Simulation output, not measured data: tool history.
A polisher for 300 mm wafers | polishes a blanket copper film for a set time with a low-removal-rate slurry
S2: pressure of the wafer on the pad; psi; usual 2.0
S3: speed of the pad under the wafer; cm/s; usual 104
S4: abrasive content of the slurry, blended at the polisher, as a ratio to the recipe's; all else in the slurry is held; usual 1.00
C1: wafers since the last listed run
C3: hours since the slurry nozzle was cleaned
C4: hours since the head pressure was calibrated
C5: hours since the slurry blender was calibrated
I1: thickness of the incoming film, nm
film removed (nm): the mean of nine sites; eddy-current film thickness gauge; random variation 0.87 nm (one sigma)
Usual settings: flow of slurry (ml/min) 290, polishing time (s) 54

{"run": 1, "day": 0.0, "flow of slurry (ml/min)": 290, "S2": 2.0, "S3": 104, "S4": 1.0, "polishing time (s)": 54, "C1": 0, "wafers polished on this pad": 1178, "C3": 363.0, "C4": 322.6, "C5": 255.5, "I1": 741.0, "film removed (nm)": 99.9}
{"day": 2.788, "done": "slurry blender recalibrated"}
{"run": 2, "day": 2.933, "flow of slurry (ml/min)": 290, "S2": 2.0, "S3": 104, "S4": 1.0, "polishing time (s)": 54, "C1": 386, "wafers polished on this pad": 1565, "C3": 433.4, "C4": 393.0, "C5": 3.5, "I1": 730.1, "film removed (nm)": 97.6}
{"day": 5.883, "done": "worn pad replaced by a new one, of another model than before"}
{"run": 3, "day": 5.904, "flow of slurry (ml/min)": 290, "S2": 2.0, "S3": 104, "S4": 1.0, "polishing time (s)": 54, "C1": 380, "wafers polished on this pad": 2, "C3": 504.7, "C4": 464.3, "C5": 74.8, "I1": 736.1, "film removed (nm)": 103.9}
{"run": 4, "day": 8.279, "flow of slurry (ml/min)": 290, "S2": 2.0, "S3": 104, "S4": 1.0, "polishing time (s)": 54, "C1": 322, "wafers polished on this pad": 324, "C3": 561.7, "C4": 521.3, "C5": 131.8, "I1": 747.6, "film removed (nm)": 103.4}
{"run": 5, "day": 10.054, "flow of slurry (ml/min)": 290, "S2": 2.0, "S3": 104, "S4": 1.0, "polishing time (s)": 54, "C1": 240, "wafers polished on this pad": 565, "C3": 604.3, "C4": 563.9, "C5": 174.4, "I1": 731.2, "film removed (nm)": 102.3}
{"run": 6, "day": 11.467, "flow of slurry (ml/min)": 290, "S2": 2.0, "S3": 104, "S4": 1.0, "polishing time (s)": 54, "C1": 191, "wafers polished on this pad": 756, "C3": 638.2, "C4": 597.8, "C5": 208.3, "I1": 744.4, "film removed (nm)": 101.7}
{"run": 7, "day": 12.612, "flow of slurry (ml/min)": 290, "S2": 2.0, "S3": 104, "S4": 1.0, "polishing time (s)": 54, "C1": 155, "wafers polished on this pad": 912, "C3": 665.7, "C4": 625.3, "C5": 235.8, "I1": 736.5, "film removed (nm)": 99.6}
{"run": 8, "day": 14.675, "flow of slurry (ml/min)": 290, "S2": 2.0, "S3": 104, "S4": 1.0, "polishing time (s)": 65, "C1": 279, "wafers polished on this pad": 1191, "C3": 715.2, "C4": 674.8, "C5": 285.3, "I1": 744.9, "film removed (nm)": 119.8}
{"day": 14.792, "done": "head pressure recalibrated"}
{"day": 15.038, "done": "slurry nozzle cleaned"}
{"day": 15.938, "done": "slurry blender recalibrated"}
{"run": 9, "day": 16.846, "flow of slurry (ml/min)": 290, "S2": 2.0, "S3": 104, "S4": 1.0, "polishing time (s)": 65, "C1": 266, "wafers polished on this pad": 1457, "C3": 43.4, "C4": 49.3, "C5": 21.8, "I1": 743.0, "film removed (nm)": 119.7}
{"day": 20.196, "done": "worn pad replaced by a new one"}
{"run": 10, "day": 22.217, "flow of slurry (ml/min)": 290, "S2": 2.0, "S3": 104, "S4": 1.0, "polishing time (s)": 54, "C1": 705, "wafers polished on this pad": 274, "C3": 172.3, "C4": 178.2, "C5": 150.7, "I1": 738.4, "film removed (nm)": 104.3}
{"run": 11, "day": 24.062, "flow of slurry (ml/min)": 290, "S2": 2.0, "S3": 104, "S4": 1.0, "polishing time (s)": 54, "C1": 250, "wafers polished on this pad": 524, "C3": 216.6, "C4": 222.5, "C5": 195.0, "I1": 743.1, "film removed (nm)": 101.9}
{"run": 12, "day": 27.004, "flow of slurry (ml/min)": 290, "S2": 2.0, "S3": 104, "S4": 1.0, "polishing time (s)": 54, "C1": 398, "wafers polished on this pad": 923, "C3": 287.2, "C4": 293.1, "C5": 265.6, "I1": 733.3, "film removed (nm)": 103.0}
{"run": 13, "day": 28.871, "flow of slurry (ml/min)": 290, "S2": 2.0, "S3": 104, "S4": 1.0, "polishing time (s)": 54, "C1": 253, "wafers polished on this pad": 1176, "C3": 332.0, "C4": 337.9, "C5": 310.4, "I1": 751.6, "film removed (nm)": 101.4}
{"day": 29.621, "done": "slurry blender recalibrated"}
{"run": 14, "day": 30.633, "flow of slurry (ml/min)": 290, "S2": 1.7, "S3": 104, "S4": 1.0, "polishing time (s)": 54, "C1": 227, "wafers polished on this pad": 1404, "C3": 374.3, "C4": 380.2, "C5": 24.3, "I1": 722.4, "film removed (nm)": 94.7}
{"run": 15, "day": 32.808, "flow of slurry (ml/min)": 290, "S2": 2.0, "S3": 104, "S4": 1.0, "polishing time (s)": 54, "C1": 294, "wafers polished on this pad": 1699, "C3": 426.5, "C4": 432.4, "C5": 76.5, "I1": 740.0, "film removed (nm)": 98.9}
{"run": 16, "day": 34.067, "flow of slurry (ml/min)": 380, "S2": 2.0, "S3": 104, "S4": 1.0, "polishing time (s)": 54, "C1": 170, "wafers polished on this pad": 1869, "C3": 456.7, "C4": 462.6, "C5": 106.7, "I1": 738.3, "film removed (nm)": 100.2}
{"day": 35.404, "done": "worn pad replaced by a new one"}
{"run": 17, "day": 35.712, "flow of slurry (ml/min)": 290, "S2": 2.0, "S3": 104, "S4": 1.0, "polishing time (s)": 54, "C1": 200, "wafers polished on this pad": 41, "C3": 496.2, "C4": 502.1, "C5": 146.2, "I1": 733.5, "film removed (nm)": 105.0}
{"run": 18, "day": 37.392, "flow of slurry (ml/min)": 290, "S2": 2.0, "S3": 104, "S4": 1.2, "polishing time (s)": 54, "C1": 227, "wafers polished on this pad": 269, "C3": 536.5, "C4": 542.4, "C5": 186.5, "I1": 739.8, "film removed (nm)": 105.3}
{"run": 19, "day": 38.633, "flow of slurry (ml/min)": 290, "S2": 1.7, "S3": 128, "S4": 1.0, "polishing time (s)": 54, "C1": 168, "wafers polished on this pad": 437, "C3": 566.3, "C4": 572.2, "C5": 216.3, "I1": 735.1, "film removed (nm)": 108.0}
{"day": 42.621, "done": "slurry blender recalibrated"}
{"run": 20, "day": 43.867, "flow of slurry (ml/min)": 290, "S2": 2.0, "S3": 104, "S4": 1.0, "polishing time (s)": 40, "C1": 698, "wafers polished on this pad": 1135, "C3": 691.9, "C4": 697.8, "C5": 29.9, "I1": 744.6, "film removed (nm)": 74.0}
{"day": 44.05, "done": "head pressure recalibrated"}
{"run": 21, "day": 45.917, "flow of slurry (ml/min)": 290, "S2": 2.0, "S3": 124, "S4": 0.9, "polishing time (s)": 47, "C1": 266, "wafers polished on this pad": 1402, "C3": 741.1, "C4": 44.8, "C5": 79.1, "I1": 746.0, "film removed (nm)": 92.3}
{"day": 46.229, "done": "slurry nozzle cleaned"}
{"run": 22, "day": 47.238, "flow of slurry (ml/min)": 290, "S2": 2.0, "S3": 104, "S4": 1.0, "polishing time (s)": 54, "C1": 173, "wafers polished on this pad": 1576, "C3": 24.2, "C4": 76.5, "C5": 110.8, "I1": 737.9, "film removed (nm)": 97.0}
{"run": 23, "day": 48.346, "flow of slurry (ml/min)": 290, "S2": 2.0, "S3": 140, "S4": 1.0, "polishing time (s)": 54, "C1": 150, "wafers polished on this pad": 1726, "C3": 50.8, "C4": 103.1, "C5": 137.4, "I1": 741.7, "film removed (nm)": 112.9}
{"day": 49.379, "done": "worn pad replaced by a new one"}
{"run": 24, "day": 49.421, "flow of slurry (ml/min)": 290, "S2": 2.3, "S3": 70, "S4": 1.2, "polishing time (s)": 54, "C1": 123, "wafers polished on this pad": 5, "C3": 76.6, "C4": 128.9, "C5": 163.2, "I1": 741.5, "film removed (nm)": 97.2}
{"run": 25, "day": 50.571, "flow of slurry (ml/min)": 290, "S2": 2.2, "S3": 104, "S4": 1.0, "polishing time (s)": 54, "C1": 155, "wafers polished on this pad": 161, "C3": 104.2, "C4": 156.5, "C5": 190.8, "I1": 730.7, "film removed (nm)": 108.7}
{"run": 26, "day": 52.8, "flow of slurry (ml/min)": 380, "S2": 2.0, "S3": 104, "S4": 1.0, "polishing time (s)": 54, "C1": 302, "wafers polished on this pad": 463, "C3": 157.7, "C4": 210.0, "C5": 244.3, "I1": 731.3, "film removed (nm)": 107.4}
{"day": 54.738, "done": "slurry blender recalibrated"}
{"run": 27, "day": 55.662, "flow of slurry (ml/min)": 290, "S2": 2.0, "S3": 116, "S4": 1.0, "polishing time (s)": 54, "C1": 376, "wafers polished on this pad": 840, "C3": 226.4, "C4": 278.7, "C5": 22.2, "I1": 742.5, "film removed (nm)": 106.3}
{"run": 28, "day": 56.958, "flow of slurry (ml/min)": 290, "S2": 2.3, "S3": 104, "S4": 1.3, "polishing time (s)": 54, "C1": 175, "wafers polished on this pad": 1016, "C3": 257.5, "C4": 309.8, "C5": 53.3, "I1": 729.4, "film removed (nm)": 112.0}
{"run": 29, "day": 58.783, "flow of slurry (ml/min)": 290, "S2": 2.6, "S3": 128, "S4": 1.2, "polishing time (s)": 38, "C1": 247, "wafers polished on this pad": 1263, "C3": 301.3, "C4": 353.6, "C5": 97.1, "I1": 725.6, "film removed (nm)": 87.0}
{"run": 30, "day": 60.771, "flow of slurry (ml/min)": 290, "S2": 2.0, "S3": 104, "S4": 1.0, "polishing time (s)": 54, "C1": 269, "wafers polished on this pad": 1533, "C3": 349.0, "C4": 401.3, "C5": 144.8, "I1": 732.3, "film removed (nm)": 99.9}

4 ways to go on from here, each from the tool as it stands after run 30. What would each give?
{"run": "A", "day": 60.788, "flow of slurry (ml/min)": 290, "S2": 2.0, "S3": 104, "S4": 1.0, "polishing time (s)": 54, "C1": 2, "wafers polished on this pad": 1535, "C3": 349.4, "C4": 401.7, "C5": 145.2, "I1": 743.3, "film removed (nm)": "?"}
{"run": "B", "day": 60.788, "flow of slurry (ml/min)": 230, "S2": 2.0, "S3": 104, "S4": 1.0, "polishing time (s)": 54, "C1": 2, "wafers polished on this pad": 1535, "C3": 349.4, "C4": 401.7, "C5": 145.2, "I1": 743.3, "film removed (nm)": "?"}
{"run": "C", "day": 60.788, "flow of slurry (ml/min)": 290, "S2": 2.0, "S3": 104, "S4": 0.9, "polishing time (s)": 70, "C1": 2, "wafers polished on this pad": 1535, "C3": 349.4, "C4": 401.7, "C5": 145.2, "I1": 743.3, "film removed (nm)": "?"}
{"run": "D", "day": 60.788, "flow of slurry (ml/min)": 290, "S2": 2.0, "S3": 104, "S4": 1.15, "polishing time (s)": 44, "C1": 2, "wafers polished on this pad": 1535, "C3": 349.4, "C4": 401.7, "C5": 145.2, "I1": 743.3, "film removed (nm)": "?"}

run=A film_removed_(nm)=97.4
run=B film_removed_(nm)=94.0
run=C film_removed_(nm)=124.1
run=D film_removed_(nm)=81.3
Without the tool's hidden state the same runs would have given:
run=A film_removed_(nm)=104.4
run=B film_removed_(nm)=100.8
run=C film_removed_(nm)=133.1
run=D film_removed_(nm)=87.2

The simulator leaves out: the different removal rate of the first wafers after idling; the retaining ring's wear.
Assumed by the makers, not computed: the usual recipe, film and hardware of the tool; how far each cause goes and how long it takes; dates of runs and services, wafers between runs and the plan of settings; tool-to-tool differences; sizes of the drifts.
